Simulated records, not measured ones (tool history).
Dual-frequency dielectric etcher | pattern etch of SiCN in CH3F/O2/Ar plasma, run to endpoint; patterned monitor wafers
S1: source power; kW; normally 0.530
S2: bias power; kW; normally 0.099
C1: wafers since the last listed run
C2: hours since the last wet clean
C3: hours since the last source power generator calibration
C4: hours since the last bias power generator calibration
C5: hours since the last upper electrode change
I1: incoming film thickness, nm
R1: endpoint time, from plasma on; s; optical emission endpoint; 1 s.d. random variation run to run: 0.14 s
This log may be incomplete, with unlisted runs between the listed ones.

{"run": 1, "hour": 0.0, "S1": 0.53, "S2": 0.099, "C1": 0, "C2": 419.2, "C3": 2228.3, "C4": 3407.6, "C5": 4584.3, "I1": 9.38, "R1": 19.0}
{"run": 2, "hour": 41.8, "S1": 0.53, "S2": 0.099, "C1": 353, "C2": 461.0, "C3": 2270.1, "C4": 3449.4, "C5": 4626.1, "I1": 9.53, "R1": 19.1}
{"run": 3, "hour": 128.3, "S1": 0.53, "S2": 0.099, "C1": 731, "C2": 547.5, "C3": 2356.6, "C4": 3535.9, "C5": 4712.6, "I1": 9.54, "R1": 19.4}
{"run": 4, "hour": 234.1, "S1": 0.53, "S2": 0.099, "C1": 894, "C2": 653.3, "C3": 2462.4, "C4": 3641.7, "C5": 4818.4, "I1": 9.55, "R1": 18.9}
{"hour": 280.8, "done": "wet clean of the chamber"}
{"run": 5, "hour": 281.3, "S1": 0.53, "S2": 0.105, "C1": 196, "C2": 0.5, "C3": 2509.6, "C4": 3688.9, "C5": 4865.6, "I1": 9.41, "R1": 19.4}
{"run": 6, "hour": 350.4, "S1": 0.53, "S2": 0.099, "C1": 584, "C2": 69.6, "C3": 2578.7, "C4": 3758.0, "C5": 4934.7, "I1": 9.48, "R1": 19.8}
{"run": 7, "hour": 454.1, "S1": 0.53, "S2": 0.099, "C1": 876, "C2": 173.3, "C3": 2682.4, "C4": 3861.7, "C5": 5038.4, "I1": 9.47, "R1": 19.3}
{"run": 8, "hour": 557.3, "S1": 0.53, "S2": 0.099, "C1": 872, "C2": 276.5, "C3": 2785.6, "C4": 3964.9, "C5": 5141.6, "I1": 9.52, "R1": 19.6}
{"run": 9, "hour": 640.1, "S1": 0.53, "S2": 0.099, "C1": 699, "C2": 359.3, "C3": 2868.4, "C4": 4047.7, "C5": 5224.4, "I1": 9.48, "R1": 19.2}
{"hour": 685.9, "done": "source power generator calibrated"}
{"run": 10, "hour": 710.0, "S1": 0.62, "S2": 0.112, "C1": 557, "C2": 429.2, "C3": 24.1, "C4": 4117.6, "C5": 5294.3, "I1": 9.5, "R1": 17.0}
{"run": 11, "hour": 812.9, "S1": 0.53, "S2": 0.099, "C1": 869, "C2": 532.1, "C3": 127.0, "C4": 4220.5, "C5": 5397.2, "I1": 9.47, "R1": 18.9}
{"hour": 851.7, "done": "upper electrode replaced"}
{"hour": 876.0, "done": "wet clean of the chamber"}
{"run": 12, "hour": 1103.9, "S1": 0.57, "S2": 0.118, "C1": 2054, "C2": 227.9, "C3": 418.0, "C4": 4511.5, "C5": 252.2, "I1": 9.52, "R1": 17.7}
{"hour": 1247.7, "done": "bias power generator calibrated"}
{"run": 13, "hour": 1334.7, "S1": 0.53, "S2": 0.092, "C1": 1917, "C2": 458.7, "C3": 648.8, "C4": 87.0, "C5": 483.0, "I1": 9.49, "R1": 19.9}
{"run": 14, "hour": 1415.2, "S1": 0.59, "S2": 0.099, "C1": 680, "C2": 539.2, "C3": 729.3, "C4": 167.5, "C5": 563.5, "I1": 9.52, "R1": 18.3}

Run 15 is up next; what results do you expect?
{"run": 15, "hour": 1493.5, "S1": 0.53, "S2": 0.099, "C1": 661, "C2": 617.5, "C3": 807.6, "C4": 245.8, "C5": 641.8, "I1": 9.61, "R1": "?"}

{"run 15": {"R1": 19.2}}
Take away the tool's hidden state, keep the run-to-run variation as it was, and the same run would have given R1 20.0 s.

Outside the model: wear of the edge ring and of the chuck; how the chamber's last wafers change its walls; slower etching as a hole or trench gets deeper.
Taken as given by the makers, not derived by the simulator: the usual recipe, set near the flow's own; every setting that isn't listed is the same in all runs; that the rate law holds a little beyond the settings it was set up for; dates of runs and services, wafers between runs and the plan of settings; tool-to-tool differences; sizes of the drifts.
